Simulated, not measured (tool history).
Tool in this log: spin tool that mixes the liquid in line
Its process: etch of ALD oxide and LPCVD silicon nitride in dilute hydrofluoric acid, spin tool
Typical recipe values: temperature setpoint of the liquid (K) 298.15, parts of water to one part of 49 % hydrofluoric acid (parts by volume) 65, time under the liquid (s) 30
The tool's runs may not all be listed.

run	hour	temperature setpoint of the liquid (K)	parts of water to one part of 49 % hydrofluoric acid (parts by volume)	time under the liquid (s)	read-back film thickness of the ALD oxide reference wafer, read on the same gauge (nm)	thickness taken off the ALD oxide on a monitor wafer (nm)
1	0	298.15	65	20	140.01	7.53
2	130.1	298.15	65	20	139.97	7.44
3	171.9	298.15	45	40	140.04	22.11
4	234.5	298.15	45	40	140.01	22.06
5	277.4	298.15	65	30	140	11.07
6	321.8	298.15	65	30	140.01	11.08
7	357.8	298.15	65	45	140.01	16.37
8	428.2	298.15	65	45	140.05	16.51
# hour 464.6: gauge calibrated
9	474	298.15	45	20	139.99	10.85
# hour 499.5: hydrofluoric acid flow meter replaced
10	520.4	298.15	45	20	140.01	11.41
11	583.3	300.65	65	30	139.99	12.79
12	654.5	300.65	65	30	139.97	12.82
13	693.3	300.65	65	30	140.01	12.59
14	745.6	296.15	65	30	139.97	10.54
# hour 779: thermometer replaced
15	790.4	298.15	65	15	140	5.68
16	816.9	300.15	65	30	139.98	12.06
17	852.2	298.15	45	20	140.02	11.23
18	1017.2	298.15	65	30	139.99	11.14
19	1065.7	293.65	35	45	139.99	26.6
20	1122.4	298.15	65	30	139.98	10.89
21	1173.5	293.15	65	35	140	10.38
22	1245.2	298.15	65	40	140	14.64
23	1308.5	295.65	90	15	139.97	3.49
24	1337.5	298.15	45	40	140	21.53
25	1370.3	299.65	90	45	140.01	12.16

The next listed run, before its measurement:
26	1412.4	294.15	50	20	?	?

Run 26 produced read-back film thickness of the ALD oxide reference wafer, read on the same gauge (nm) 140.03, thickness taken off the ALD oxide on a monitor wafer (nm) 8.09.
Had the tool carried no hidden state, the very same run would have given thickness taken off the ALD oxide on a monitor wafer (nm) 8.72.
